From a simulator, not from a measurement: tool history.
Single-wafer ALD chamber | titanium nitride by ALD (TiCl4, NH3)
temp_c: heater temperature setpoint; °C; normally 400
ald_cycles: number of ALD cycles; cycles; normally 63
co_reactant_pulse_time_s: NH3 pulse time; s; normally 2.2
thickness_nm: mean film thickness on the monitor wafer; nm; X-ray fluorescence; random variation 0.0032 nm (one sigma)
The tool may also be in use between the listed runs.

run   hour  temp_c  ald_cycles  co_reactant_pulse_time_s  read-back reference wafer on the same gauge, thickness_nm  thickness_nm
  1      0     392          63                       2.2                                                      1.282         1.265
  2   25.2     392          63                       2.2                                                      1.282          1.26
  3   47.7     392          63                       2.2                                                      1.281         1.266
  4     71     400          63                       2.2                                                       1.28         1.268
  5     84     388          63                      2.75                                                      1.277          1.27
  6  114.8     388          63                      2.75                                                      1.279         1.261
  7  131.1     400          63                       2.2                                                      1.276         1.265
     153.6  -- gauge calibrated
  8  164.7     400          63                       2.2                                                      1.291         1.282
  9  194.9     400          63                       2.2                                                       1.29         1.281
 10  225.4     400          63                       2.2                                                      1.288          1.28
     246.2  -- thermocouple changed; heater temperature recalibrated
 11  256.6     400          69                       2.2                                                      1.287         1.396
 12    280     400          72                      2.71                                                      1.287         1.471
 13    296     386          71                      2.73                                                      1.285         1.434
 14    338     386          56                       2.2                                                      1.283         1.119
 15  365.5     411          75                      2.77                                                      1.282         1.527
 16  395.8     400          63                       2.2                                                       1.28         1.263
     442.9  -- showerhead replaced
     445.5  -- gauge calibrated
 17  450.5     392          63                       2.2                                                      1.293         1.277
 18  469.7     400          69                       2.2                                                      1.291         1.406
 19  495.8     395          63                       2.2                                                      1.289         1.275
 20  519.5     414          63                       2.2                                                      1.291         1.291
 21  550.4     410          55                      1.88                                                      1.287          1.11
 22  564.5     400          73                       2.2                                                      1.287         1.478

Give the tool's hidden conditions for every run:
wafer temperature above the value expected at the setpoint (K): 0 across all the runs
H1: gauge reads high (%)
run       H1
  1    -0.58
  2   -0.664
  3   -0.739
  4   -0.817
  5   -0.861
  6   -0.964
  7    -1.02
  8   0.0715
  9  -0.0296
 10   -0.132
 11   -0.236
 12   -0.314
 13   -0.368
 14   -0.508
 15     -0.6
 16   -0.702
 17    0.165
 18    0.101
 19   0.0133
 20   -0.066
 21   -0.169
 22   -0.216
